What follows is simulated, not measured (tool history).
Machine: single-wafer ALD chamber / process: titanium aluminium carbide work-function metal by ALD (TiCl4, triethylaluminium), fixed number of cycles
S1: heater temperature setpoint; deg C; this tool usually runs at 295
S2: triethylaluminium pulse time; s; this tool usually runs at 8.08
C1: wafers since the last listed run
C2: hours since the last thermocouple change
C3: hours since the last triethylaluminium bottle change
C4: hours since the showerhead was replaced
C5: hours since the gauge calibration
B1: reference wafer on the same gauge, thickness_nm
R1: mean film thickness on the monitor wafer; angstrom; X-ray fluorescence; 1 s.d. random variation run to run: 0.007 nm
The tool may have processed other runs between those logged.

{"run": 1, "day": 0.0, "S1": 295, "S2": 8.08, "C1": 0, "C2": 774.2, "C3": 1247, "C4": 3569.6, "C5": 104.3, "B1": 1.57, "R1": 17.88}
{"run": 2, "day": 0.971, "S1": 295, "S2": 8.08, "C1": 394, "C2": 797.5, "C3": 1270.3, "C4": 3592.9, "C5": 127.6, "B1": 1.57, "R1": 17.8}
{"run": 3, "day": 1.554, "S1": 295, "S2": 5.64, "C1": 237, "C2": 811.5, "C3": 1284.3, "C4": 3606.9, "C5": 141.6, "B1": 1.569, "R1": 15.46}
{"run": 4, "day": 3.021, "S1": 295, "S2": 5.64, "C1": 596, "C2": 846.7, "C3": 1319.5, "C4": 3642.1, "C5": 176.8, "B1": 1.57, "R1": 15.4}
{"run": 5, "day": 3.588, "S1": 287, "S2": 8.08, "C1": 230, "C2": 860.3, "C3": 1333.1, "C4": 3655.7, "C5": 190.4, "B1": 1.57, "R1": 17.23}
{"run": 6, "day": 4.483, "S1": 287, "S2": 8.08, "C1": 364, "C2": 881.8, "C3": 1354.6, "C4": 3677.2, "C5": 211.9, "B1": 1.569, "R1": 17.17}
{"run": 7, "day": 5.088, "S1": 287, "S2": 8.08, "C1": 245, "C2": 896.3, "C3": 1369.1, "C4": 3691.7, "C5": 226.4, "B1": 1.57, "R1": 17.24}
{"run": 8, "day": 5.867, "S1": 295, "S2": 8.08, "C1": 317, "C2": 915, "C3": 1387.8, "C4": 3710.4, "C5": 245.1, "B1": 1.57, "R1": 17.86}
{"run": 9, "day": 7.338, "S1": 295, "S2": 8.08, "C1": 598, "C2": 950.3, "C3": 1423.1, "C4": 3745.7, "C5": 280.4, "B1": 1.57, "R1": 17.65}
{"day": 7.704, "done": "thermocouple changed; heater temperature recalibrated"}
{"run": 10, "day": 9.0, "S1": 295, "S2": 8.08, "C1": 540, "C2": 31.1, "C3": 1463, "C4": 3785.6, "C5": 320.3, "B1": 1.57, "R1": 17.69}
{"run": 11, "day": 10.1, "S1": 299, "S2": 5.72, "C1": 447, "C2": 57.5, "C3": 1489.4, "C4": 3812, "C5": 346.7, "B1": 1.57, "R1": 15.59}
{"day": 10.342, "done": "gauge calibrated"}
{"run": 12, "day": 10.883, "S1": 295, "S2": 8.08, "C1": 318, "C2": 76.3, "C3": 1508.2, "C4": 3830.8, "C5": 13, "B1": 1.57, "R1": 17.63}
{"day": 11.542, "done": "showerhead replaced"}
{"run": 13, "day": 11.562, "S1": 295, "S2": 8.08, "C1": 140, "C2": 92.6, "C3": 1524.5, "C4": 0.5, "C5": 29.3, "B1": 1.57, "R1": 17.57}
{"run": 14, "day": 12.558, "S1": 295, "S2": 8.08, "C1": 405, "C2": 116.5, "C3": 1548.4, "C4": 24.4, "C5": 53.2, "B1": 1.57, "R1": 17.73}
{"run": 15, "day": 13.971, "S1": 288, "S2": 7.15, "C1": 574, "C2": 150.4, "C3": 1582.3, "C4": 58.3, "C5": 87.1, "B1": 1.57, "R1": 16.36}
{"run": 16, "day": 15.0, "S1": 291, "S2": 9.81, "C1": 418, "C2": 175.1, "C3": 1607, "C4": 83, "C5": 111.8, "B1": 1.57, "R1": 18.11}
{"day": 18.204, "done": "triethylaluminium bottle replaced"}
{"run": 17, "day": 18.821, "S1": 295, "S2": 10.79, "C1": 1418, "C2": 266.8, "C3": 14.8, "C4": 174.7, "C5": 203.5, "B1": 1.57, "R1": 19.3}
{"run": 18, "day": 20.179, "S1": 284, "S2": 5.09, "C1": 552, "C2": 299.4, "C3": 47.4, "C4": 207.3, "C5": 236.1, "B1": 1.569, "R1": 15.16}
{"run": 19, "day": 21.154, "S1": 301, "S2": 8.08, "C1": 396, "C2": 322.8, "C3": 70.8, "C4": 230.7, "C5": 259.5, "B1": 1.571, "R1": 18.88}
{"run": 20, "day": 22.425, "S1": 295, "S2": 7.12, "C1": 517, "C2": 353.3, "C3": 101.3, "C4": 261.2, "C5": 290, "B1": 1.569, "R1": 17.91}
{"run": 21, "day": 23.208, "S1": 300, "S2": 8.08, "C1": 318, "C2": 372.1, "C3": 120.1, "C4": 280, "C5": 308.8, "B1": 1.571, "R1": 18.82}
{"run": 22, "day": 24.112, "S1": 304, "S2": 10.64, "C1": 367, "C2": 393.8, "C3": 141.8, "C4": 301.7, "C5": 330.5, "B1": 1.571, "R1": 19.91}
{"day": 25.171, "done": "gauge calibrated"}
{"run": 23, "day": 25.504, "S1": 295, "S2": 8.08, "C1": 566, "C2": 427.2, "C3": 175.2, "C4": 335.1, "C5": 8, "B1": 1.57, "R1": 18.41}

Take each entry between the runs: how does the hidden state at the last listed run before it differ from the hidden state at the first listed run after it?
Runs 9 to 10: thermocouple changed; heater temperature recalibrated (day 7.704)
  triethylaluminium dose above that of a fresh bottle (%): -17.7 -> -18.2
  the result without the hidden state subtracted from the measured one, R1: -0.91 -> -0.95 angstrom
Runs 11 to 12: gauge calibrated (day 10.342)
  triethylaluminium dose above that of a fresh bottle (%): -18.6 -> -18.8
  the result without the hidden state subtracted from the measured one, R1: -1.49 -> -0.98 angstrom
Runs 12 to 13: showerhead replaced (day 11.542)
  triethylaluminium dose above that of a fresh bottle (%): -18.8 -> -19
  the result without the hidden state subtracted from the measured one, R1: -0.98 -> -0.99 angstrom
Runs 16 to 17: triethylaluminium bottle replaced (day 18.204)
  triethylaluminium dose above that of a fresh bottle (%): -20 -> -1.24
  the result without the hidden state subtracted from the measured one, R1: -0.72 -> -0.02 angstrom
Runs 22 to 23: gauge calibrated (day 25.171)
  triethylaluminium dose above that of a fresh bottle (%): -2.81 -> -3.23
  the result without the hidden state subtracted from the measured one, R1: -0.06 -> -0.13 angstrom
